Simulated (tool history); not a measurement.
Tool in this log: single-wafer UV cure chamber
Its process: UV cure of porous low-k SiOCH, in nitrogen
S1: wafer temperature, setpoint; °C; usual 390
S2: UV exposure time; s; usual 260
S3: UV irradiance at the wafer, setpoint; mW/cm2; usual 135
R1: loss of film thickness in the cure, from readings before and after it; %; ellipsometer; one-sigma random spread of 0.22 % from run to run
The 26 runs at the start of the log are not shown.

run    hour   S1   S2   S3      R1
 27   608.4  390  260  101  13.187
 28   642.9  373  370  104  14.859
 29   659.9  390  260  135  14.802
 30   688.2  390  260  135   14.58
 31   708.1  390  345  135  15.949
 32   726.8  401  375  135  16.753
 33   746.4  376  260  135  14.668
 34   764.6  390  190  115  11.918
 35   779.4  384  145  115  10.738
 36   796.8  390  260  135  14.601
 37   815.5  384  120  124   9.714
 38   832.4  383  260  105  12.832
 39   860.2  399  190  170  14.356
 40   874.1  390  260  135  14.039
 41   899.1  383  135  124  10.373
      926.9  -- quartz window cleaned
 42   927.4  390  260  135  15.274
 43     950  406  260   98  13.515
 44   969.7  390  335  116  15.183
 45     998  377  165  103  11.158
 46  1026.2  390  105  157  10.989

Predict each of these 4 candidate next runs independently; none follows another, all start after run 46:
  A  1026.6  390  110  135   ?
  B  1026.6  399  260  123   ?
  C  1026.6  406  120  135   ?
  D  1026.6  390  355  147   ?

run      R1
  A  10.645
  B  14.735
  C  11.373
  D  17.194
Without the tool's hidden state the same runs would have given:
run      R1
  A  10.844
  B  14.954
  C  11.575
  D  17.418
